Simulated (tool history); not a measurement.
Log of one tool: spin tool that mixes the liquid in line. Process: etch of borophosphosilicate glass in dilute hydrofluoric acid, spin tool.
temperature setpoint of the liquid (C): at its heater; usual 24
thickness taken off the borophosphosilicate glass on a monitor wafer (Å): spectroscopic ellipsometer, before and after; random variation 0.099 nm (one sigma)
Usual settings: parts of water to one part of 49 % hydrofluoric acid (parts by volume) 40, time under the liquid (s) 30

run   hour  temperature setpoint of the liquid (C)  parts of water to one part of 49 % hydrofluoric acid (parts by volume)  time under the liquid (s)  wafers since the last listed run  hours since the thermometer was replaced  hours since the hydrofluoric acid flow meter was replaced  hours since the gauge calibration  read-back film thickness of the borophosphosilicate glass reference wafer, read on the same gauge (nm)  thickness taken off the borophosphosilicate glass on a monitor wafer (Å)
  1      0                                      24                                                                      40                         30                                 0                                     712.5                                                     1368.7                              205.3                                                                                                     110                                                                     240.7
  2   10.6                                      24                                                                      40                         35                               110                                     723.1                                                     1379.3                              215.9                                                                                                  109.99                                                                     280.9
  3   16.7                                      24                                                                      40                         35                                63                                     729.2                                                     1385.4                                222                                                                                                  109.99                                                                     279.9
  4   33.6                                      24                                                                      40                         30                               175                                     746.1                                                     1402.3                              238.9                                                                                                     110                                                                     238.5
  5     43                                      24                                                                      40                         30                                97                                     755.5                                                     1411.7                              248.3                                                                                                  109.98                                                                     239.1
  6   58.9                                      24                                                                      40                         30                               165                                     771.4                                                     1427.6                              264.2                                                                                                     110                                                                     238.5
  7   76.6                                      24                                                                      30                         30                               184                                     789.1                                                     1445.3                              281.9                                                                                                     110                                                                     325.7
  8   90.8                                      24                                                                      30                         30                               147                                     803.3                                                     1459.5                              296.1                                                                                                  110.01                                                                     322.9
  9   98.6                                      24                                                                      30                         30                                81                                     811.1                                                     1467.3                              303.9                                                                                                  110.03                                                                     324.7
 10  110.1                                      24                                                                      40                         30                               119                                     822.6                                                     1478.8                              315.4                                                                                                     110                                                                     240.3
 11  119.9                                      24                                                                      40                         30                               102                                     832.4                                                     1488.6                              325.2                                                                                                     110                                                                     237.9
 12  127.2                                      24                                                                      40                         30                                75                                     839.7                                                     1495.9                              332.5                                                                                                  110.02                                                                     238.8
 13  135.7                                      24                                                                      40                         30                                88                                     848.2                                                     1504.4                                341                                                                                                     110                                                                     239.1
 14  152.1                                      24                                                                      40                         30                               170                                     864.6                                                     1520.8                              357.4                                                                                                     110                                                                     237.3
 15  162.6                                      24                                                                      40                         30                               109                                     875.1                                                     1531.3                              367.9                                                                                                  110.01                                                                     237.9
 16  173.8                                      24                                                                      40                         30                               116                                     886.3                                                     1542.5                              379.1                                                                                                  109.99                                                                     238.8
 17  188.4                                      24                                                                      40                         30                               151                                     900.9                                                     1557.1                              393.7                                                                                                     110                                                                     235.7
     191.2  -- gauge calibrated
 18  202.1                                      19                                                                      50                         45                               142                                     914.6                                                     1570.8                               10.9                                                                                                  110.01                                                                     228.2
 19    215                                    20.5                                                                      60                         15                               134                                     927.5                                                     1583.7                               23.8                                                                                                  109.99                                                                      66.6
     217.7  -- hydrofluoric acid flow meter replaced
 20  231.5                                      28                                                                      40                         40                               161                                       944                                                       13.8                               40.3                                                                                                     110                                                                     343.6
 21  237.8                                      24                                                                      40                         30                                65                                     950.3                                                       20.1                               46.6                                                                                                  109.98                                                                     217.5
 22  246.6                                      28                                                                      50                         30                                91                                     959.1                                                       28.9                               55.4                                                                                                  110.01                                                                     202.2
 23  260.1                                      24                                                                      40                         30                               140                                     972.6                                                       42.4                               68.9                                                                                                  109.98                                                                     217.5
 24  269.5                                      24                                                                      40                         50                                97                                       982                                                       51.8                               78.3                                                                                                     110                                                                     361.7
 25  279.9                                      24                                                                      60                         30                               108                                     992.4                                                       62.2                               88.7                                                                                                  110.01                                                                     140.8
     283.5  -- thermometer replaced
 26  288.8                                      24                                                                      30                         20                                82                                       5.3                                                       71.1                               97.6                                                                                                  109.98                                                                     196.4
     294.7  -- hydrofluoric acid flow meter replaced, repeated, since the last time left the tool worse
 27    304                                    20.5                                                                      60                         30                               147                                      20.5                                                        9.3                              112.8                                                                                                  110.02                                                                       144
 28  314.7                                      24                                                                      55                         30                               111                                      31.2                                                         20                              123.5                                                                                                  110.01                                                                       184
 29  329.4                                      24                                                                      40                         30                               153                                      45.9                                                       34.7                              138.2                                                                                                  109.99                                                                     254.9
 30  342.7                                      28                                                                      30                         25                               138                                      59.2                                                         48                              151.5                                                                                                  110.01                                                                     338.3
 31  351.1                                      24                                                                      40                         40                                87                                      67.6                                                       56.4                              159.9                                                                                                  109.99                                                                       344
 32  360.9                                    22.5                                                                      20                         30                               102                                      77.4                                                       66.2                              169.7                                                                                                     110                                                                     490.8

Forecast each of these 3 alternatives for the next run:
  A  361.3                                      24                                                                      40                         30                                 4                                      77.8                                                       66.6                              170.1                                                                                                       ?                                                                         ?
  B  361.3                                      27                                                                      55                         45                                 4                                      77.8                                                       66.6                              170.1                                                                                                       ?                                                                         ?
  C  361.3                                    21.5                                                                      50                         35                                 4                                      77.8                                                       66.6                              170.1                                                                                                       ?                                                                         ?

run  read-back film thickness of the borophosphosilicate glass reference wafer, read on the same gauge (nm)  thickness taken off the borophosphosilicate glass on a monitor wafer (Å)
  A                                                                                                  110.02                                                                     255.5
  B                                                                                                  110.02                                                                     308.4
  C                                                                                                  110.02                                                                     212.1
Without the tool's hidden state the same runs would have given:
run  thickness taken off the borophosphosilicate glass on a monitor wafer (Å)
  A                                                                     259.4
  B                                                                     313.3
  C                                                                     215.4
